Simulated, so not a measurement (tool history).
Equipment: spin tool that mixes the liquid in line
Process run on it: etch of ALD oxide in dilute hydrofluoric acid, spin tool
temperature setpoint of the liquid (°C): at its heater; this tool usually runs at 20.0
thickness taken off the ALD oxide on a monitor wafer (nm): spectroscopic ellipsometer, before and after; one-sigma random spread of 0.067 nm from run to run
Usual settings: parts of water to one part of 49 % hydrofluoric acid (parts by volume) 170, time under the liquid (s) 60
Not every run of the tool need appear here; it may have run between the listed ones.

| run | hour | temperature setpoint of the liquid (°C) | parts of water to one part of 49 % hydrofluoric acid (parts by volume) | time under the liquid (s) | wafers since the last listed run | hours since the thermometer was replaced | hours since the hydrofluoric acid flow meter was replaced | hours since the gauge calibration | read-back film thickness of the ALD oxide reference wafer, read on the same gauge (nm) | thickness taken off the ALD oxide on a monitor wafer (nm) |
|---|---|---|---|---|---|---|---|---|---|---|
| 1 | 0.0 | 23.0 | 170 | 60 | 0 | 1878.3 | 1538.8 | 1049.8 | 100.01 | 7.68 |
| 2 | 32.7 | 21.0 | 170 | 60 | 413 | 1911.0 | 1571.5 | 1082.5 | 99.98 | 7.01 |
| 3 | 58.5 | 21.0 | 170 | 60 | 326 | 1936.8 | 1597.3 | 1108.3 | 100.00 | 7.09 |
| 4 | 87.3 | 20.0 | 170 | 60 | 364 | 1965.6 | 1626.1 | 1137.1 | 99.99 | 6.83 |
| 5 | 266.7 | 20.0 | 170 | 60 | 2271 | 2145.0 | 1805.5 | 1316.5 | 100.00 | 6.79 |
| 6 | 328.7 | 20.0 | 170 | 60 | 784 | 2207.0 | 1867.5 | 1378.5 | 100.01 | 6.72 |
| 7 | 360.8 | 20.0 | 170 | 60 | 406 | 2239.1 | 1899.6 | 1410.6 | 100.01 | 6.76 |
|  | 375.9 | thermometer replaced |
| 8 | 411.5 | 20.0 | 170 | 60 | 629 | 35.6 | 1950.3 | 1461.3 | 100.00 | 6.66 |
| 9 | 475.5 | 20.0 | 170 | 60 | 810 | 99.6 | 2014.3 | 1525.3 | 100.01 | 6.67 |
| 10 | 532.2 | 20.0 | 170 | 60 | 717 | 156.3 | 2071.0 | 1582.0 | 100.02 | 6.65 |
|  | 543.8 | hydrofluoric acid flow meter replaced |
| 11 | 574.3 | 20.0 | 115 | 75 | 520 | 198.4 | 30.5 | 1624.1 | 100.02 | 12.32 |
|  | 634.6 | gauge calibrated |
| 12 | 640.0 | 20.0 | 170 | 60 | 831 | 264.1 | 96.2 | 5.4 | 100.01 | 6.29 |
| 13 | 676.3 | 20.0 | 170 | 60 | 459 | 300.4 | 132.5 | 41.7 | 100.00 | 6.25 |
| 14 | 738.1 | 20.0 | 170 | 60 | 782 | 362.2 | 194.3 | 103.5 | 100.02 | 6.19 |
| 15 | 796.0 | 22.0 | 170 | 60 | 732 | 420.1 | 252.2 | 161.4 | 99.99 | 6.73 |
| 16 | 827.5 | 17.5 | 170 | 60 | 398 | 451.6 | 283.7 | 192.9 | 100.01 | 5.69 |
| 17 | 880.3 | 17.0 | 85 | 75 | 668 | 504.4 | 336.5 | 245.7 | 100.01 | 15.10 |
| 18 | 918.6 | 20.0 | 125 | 50 | 484 | 542.7 | 374.8 | 284.0 | 100.00 | 7.37 |
| 19 | 947.6 | 20.0 | 170 | 40 | 367 | 571.7 | 403.8 | 313.0 | 100.02 | 4.19 |
| 20 | 974.5 | 24.0 | 170 | 60 | 340 | 598.6 | 430.7 | 339.9 | 100.01 | 7.30 |
|  | 1131.0 | hydrofluoric acid flow meter replaced, repeated, since the last time left the tool worse |
| 21 | 1137.9 | 24.5 | 170 | 60 | 2055 | 762.0 | 6.9 | 503.3 | 100.00 | 8.36 |
| 22 | 1192.2 | 18.0 | 170 | 60 | 687 | 816.3 | 61.2 | 557.6 | 99.98 | 6.54 |
| 23 | 1217.4 | 24.5 | 85 | 70 | 319 | 841.5 | 86.4 | 582.8 | 100.00 | 21.69 |
| 24 | 1279.4 | 17.0 | 170 | 60 | 784 | 903.5 | 148.4 | 644.8 | 100.02 | 6.22 |
| 25 | 1340.3 | 24.5 | 115 | 60 | 770 | 964.4 | 209.3 | 705.7 | 99.99 | 13.07 |
| 26 | 1467.0 | 20.0 | 170 | 60 | 1603 | 1091.1 | 336.0 | 832.4 | 100.01 | 6.95 |
| 27 | 1498.6 | 20.0 | 195 | 75 | 400 | 1122.7 | 367.6 | 864.0 | 100.01 | 7.25 |
| 28 | 1532.4 | 20.0 | 170 | 60 | 427 | 1156.5 | 401.4 | 897.8 | 100.02 | 7.00 |
| 29 | 1584.6 | 20.0 | 170 | 60 | 660 | 1208.7 | 453.6 | 950.0 | 100.02 | 6.90 |
| 30 | 1615.3 | 20.0 | 170 | 60 | 388 | 1239.4 | 484.3 | 980.7 | 100.00 | 6.79 |
| 31 | 1656.3 | 20.0 | 105 | 30 | 519 | 1280.4 | 525.3 | 1021.7 | 100.02 | 6.03 |
| 32 | 1870.9 | 21.5 | 105 | 35 | 2716 | 1495.0 | 739.9 | 1236.3 | 100.01 | 7.38 |
| 33 | 1924.7 | 21.5 | 85 | 75 | 681 | 1548.8 | 793.7 | 1290.1 | 99.98 | 19.78 |

Here are 5 independent what-if runs from the current tool condition. What would each one return?
| A | 1925.1 | 20.0 | 120 | 60 | 5 | 1549.2 | 794.1 | 1290.5 | ? | ? |
| B | 1925.1 | 17.0 | 235 | 80 | 5 | 1549.2 | 794.1 | 1290.5 | ? | ? |
| C | 1925.1 | 20.0 | 255 | 60 | 5 | 1549.2 | 794.1 | 1290.5 | ? | ? |
| D | 1925.1 | 24.0 | 245 | 25 | 5 | 1549.2 | 794.1 | 1290.5 | ? | ? |
| E | 1925.1 | 17.0 | 170 | 70 | 5 | 1549.2 | 794.1 | 1290.5 | ? | ? |

| run | read-back film thickness of the ALD oxide reference wafer, read on the same gauge (nm) | thickness taken off the ALD oxide on a monitor wafer (nm) |
|---|---|---|
| A | 99.98 | 10.29 |
| B | 99.98 | 5.54 |
| C | 99.98 | 4.22 |
| D | 99.98 | 2.14 |
| E | 99.98 | 7.12 |
Without the tool's unlogged condition, the same runs would have read:
| run | thickness taken off the ALD oxide on a monitor wafer (nm) |
|---|---|
| A | 10.66 |
| B | 5.76 |
| C | 4.38 |
| D | 2.22 |
| E | 7.39 |

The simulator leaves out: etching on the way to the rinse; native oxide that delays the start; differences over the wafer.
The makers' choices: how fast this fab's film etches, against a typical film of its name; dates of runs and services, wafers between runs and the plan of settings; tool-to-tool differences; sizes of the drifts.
